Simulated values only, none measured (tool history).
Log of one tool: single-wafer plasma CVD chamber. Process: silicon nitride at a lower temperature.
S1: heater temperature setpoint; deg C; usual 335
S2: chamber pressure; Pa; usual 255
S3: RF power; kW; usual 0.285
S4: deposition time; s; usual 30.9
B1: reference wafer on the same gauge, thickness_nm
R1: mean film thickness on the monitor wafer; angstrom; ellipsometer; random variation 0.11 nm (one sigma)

| run | hour | S1 | S2 | S3 | S4 | B1 | R1 |
|---|---|---|---|---|---|---|---|
| 1 | 0 | 335 | 255 | 0.24 | 30.9 | 35.636 | 297.49 |
| 2 | 11.6 | 335 | 255 | 0.285 | 30.9 | 35.731 | 343.34 |
| 3 | 20.6 | 335 | 255 | 0.285 | 30.9 | 35.71 | 340.55 |
| 4 | 38.1 | 335 | 271 | 0.285 | 30.9 | 35.687 | 347.64 |
| 5 | 51 | 335 | 271 | 0.285 | 30.9 | 35.715 | 345.79 |
| 6 | 62.6 | 335 | 255 | 0.285 | 30.9 | 35.708 | 340.2 |
| 7 | 84.6 | 335 | 255 | 0.285 | 30.9 | 35.678 | 341.92 |
| 8 | 101.4 | 330 | 255 | 0.285 | 30.9 | 35.67 | 339.02 |
| 9 | 115.4 | 330 | 255 | 0.285 | 30.9 | 35.718 | 339.23 |
| 10 | 124.4 | 330 | 255 | 0.285 | 30.9 | 35.716 | 338.61 |
| 11 | 130.7 | 335 | 255 | 0.285 | 30.9 | 35.707 | 338.11 |
|  | 142.4 | RF generator calibrated |
|  | 151.1 | capacitance manometer re-zeroed and calibrated |
| 12 | 159.7 | 335 | 288 | 0.285 | 30.9 | 35.688 | 377.11 |
|  | 165.2 | gauge calibrated |
|  | 181.4 | showerhead replaced |
| 13 | 197.1 | 335 | 288 | 0.285 | 30.9 | 35.713 | 376.73 |
| 14 | 230.5 | 335 | 255 | 0.285 | 30.9 | 35.697 | 364.28 |
| 15 | 238.5 | 328 | 255 | 0.285 | 25.4 | 35.71 | 301.9 |
| 16 | 254.7 | 339 | 276 | 0.285 | 35.6 | 35.709 | 428.74 |
| 17 | 266.1 | 335 | 275 | 0.285 | 30.9 | 35.677 | 372.66 |
| 18 | 275.1 | 328 | 201 | 0.265 | 36.3 | 35.653 | 384.6 |
| 19 | 323 | 325 | 204 | 0.33 | 32.7 | 35.668 | 408.6 |
| 20 | 344.3 | 335 | 221 | 0.285 | 30.9 | 35.675 | 355.06 |
|  | 367.4 | thermocouple changed; heater temperature recalibrated |
| 21 | 367.9 | 335 | 255 | 0.285 | 30.9 | 35.705 | 364.04 |
| 22 | 368.2 | 335 | 255 | 0.285 | 30.9 | 35.684 | 364.09 |
| 23 | 380.7 | 344 | 255 | 0.31 | 30.9 | 35.719 | 387.65 |
| 24 | 396.3 | 343 | 255 | 0.31 | 30.9 | 35.705 | 388.92 |
| 25 | 405.7 | 340 | 300 | 0.315 | 27 | 35.725 | 354.49 |
| 26 | 445.9 | 323 | 255 | 0.285 | 29.1 | 35.701 | 347.14 |
| 27 | 462.1 | 335 | 201 | 0.32 | 28.7 | 35.698 | 349.88 |

3 ways to go on from here, each from the tool as it stands after run 27. What would each give?
| A | 462.5 | 335 | 255 | 0.285 | 30.9 | ? | ? |
| B | 462.5 | 335 | 232 | 0.285 | 30.9 | ? | ? |
| C | 462.5 | 335 | 237 | 0.255 | 30.9 | ? | ? |

| run | B1 | R1 |
|---|---|---|
| A | 35.673 | 365.87 |
| B | 35.673 | 357.58 |
| C | 35.673 | 330.6 |
Without the tool's hidden state the same runs would have given:
| run | R1 |
|---|---|
| A | 368.01 |
| B | 359.67 |
| C | 332.6 |
